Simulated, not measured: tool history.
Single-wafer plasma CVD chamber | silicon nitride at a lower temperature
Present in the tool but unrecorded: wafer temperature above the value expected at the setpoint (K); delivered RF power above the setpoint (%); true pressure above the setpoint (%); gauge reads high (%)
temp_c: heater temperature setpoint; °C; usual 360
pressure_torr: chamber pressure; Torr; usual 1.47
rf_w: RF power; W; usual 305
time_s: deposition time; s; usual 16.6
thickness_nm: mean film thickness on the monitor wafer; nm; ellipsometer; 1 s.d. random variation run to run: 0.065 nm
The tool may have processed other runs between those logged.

run	hour	temp_c	pressure_torr	rf_w	time_s	wafers since the last listed run	hours since the last thermocouple change	hours since the last RF generator calibration	hours since the last manometer calibration	hours since the showerhead was replaced	hours since the gauge calibration	read-back reference wafer on the same gauge, thickness_nm	thickness_nm
1	0	360	1.47	305	16.6	0	987.2	1970.5	795.1	2597.4	396.1	16.391	16.588
2	38.5	360	1.47	305	16.6	842	1025.7	2009	833.6	2635.9	434.6	16.39	16.576
3	88.1	360	1.47	305	16.6	1085	1075.3	2058.6	883.2	2685.5	484.2	16.398	16.622
4	151.9	348	1.69	305	16.6	1396	1139.1	2122.4	947	2749.3	548	16.405	17.005
5	176.3	352	1.47	330	16.6	534	1163.5	2146.8	971.4	2773.7	572.4	16.408	17.281
6	216.3	352	1.47	330	16.6	875	1203.5	2186.8	1011.4	2813.7	612.4	16.403	17.254
7	244.7	352	1.47	330	16.6	621	1231.9	2215.2	1039.8	2842.1	640.8	16.394	17.327
8	311.9	360	1.47	305	17.3	1470	1299.1	2282.4	1107	2909.3	708	16.392	17.065
# hour 328.3: gauge calibrated
9	364.2	360	1.47	305	17.3	1144	1351.4	2334.7	1159.3	2961.6	35.9	16.396	16.987
# hour 403.5: thermocouple changed; heater temperature recalibrated
10	404	360	1.47	305	17.3	695	0.5	2374.5	1199.1	3001.4	75.7	16.403	17.026
11	450.8	360	1.47	305	16.6	1024	47.3	2421.3	1245.9	3048.2	122.5	16.395	16.307
12	491.3	360	1.47	305	16.6	886	87.8	2461.8	1286.4	3088.7	163	16.394	16.284
# hour 537.9: capacitance manometer re-zeroed and calibrated
13	538.4	360	1.47	305	16.6	855	134.9	2508.9	0.5	3135.8	210.1	16.406	16.488
# hour 581.5: RF generator calibrated
14	582	360	1.62	305	17.6	779	178.5	0.5	44.1	3179.4	253.7	16.399	18.783
15	611.5	360	1.47	305	14.6	645	208	30	73.6	3208.9	283.2	16.392	15.314
16	674.9	375	1.47	265	16.6	1387	271.4	93.4	137	3272.3	346.6	16.411	15.845
17	739.4	360	1.23	305	16.6	1411	335.9	157.9	201.5	3336.8	411.1	16.408	16.477
18	781.9	360	1.47	305	13.6	930	378.4	200.4	244	3379.3	453.6	16.401	14.125
19	809.5	360	1.47	305	16.6	604	406	228	271.6	3406.9	481.2	16.399	17.209
# hour 860.2: showerhead replaced
20	877.3	360	1.47	305	16.6	1308	473.8	295.8	339.4	17.1	549	16.394	17.168
21	910.6	360	1.47	305	16.6	728	507.1	329.1	372.7	50.4	582.3	16.401	17.034
22	951.9	360	1.47	305	13.6	903	548.4	370.4	414	91.7	623.6	16.409	13.993
# hour 975.2: gauge calibrated
23	1012.1	369	1.31	350	17.7	1317	608.6	430.6	474.2	151.9	36.9	16.399	19.111
24	1044.7	346	1.59	305	16.6	713	641.2	463.2	506.8	184.5	69.5	16.406	17.322
25	1096.5	372	1.47	305	16.6	1133	693	515	558.6	236.3	121.3	16.39	16.761
26	1131.6	348	1.47	305	18.7	768	728.1	550.1	593.7	271.4	156.4	16.405	19.163
27	1216.9	360	1.47	305	16.6	1866	813.4	635.4	679	356.7	241.7	16.4	16.898
28	1257	352	1.47	305	16.6	877	853.5	675.5	719.1	396.8	281.8	16.398	17.02
29	1290.7	360	1.15	305	16.6	737	887.2	709.2	752.8	430.5	315.5	16.404	15.851

Here are 3 independent what-if runs from the current tool condition. What would each one return?
A	1291.1	360	1.47	305	16.6	8	887.6	709.6	753.2	430.9	315.9	?	?
B	1291.1	347	1.34	270	15.2	8	887.6	709.6	753.2	430.9	315.9	?	?
C	1291.1	352	1.14	350	15	8	887.6	709.6	753.2	430.9	315.9	?	?

run	read-back reference wafer on the same gauge, thickness_nm	thickness_nm
A	16.397	16.902
B	16.397	14.177
C	16.397	15.655
Had the tool no hidden state, the same runs would have come out as:
run	thickness_nm
A	17.449
B	14.653
C	16.141
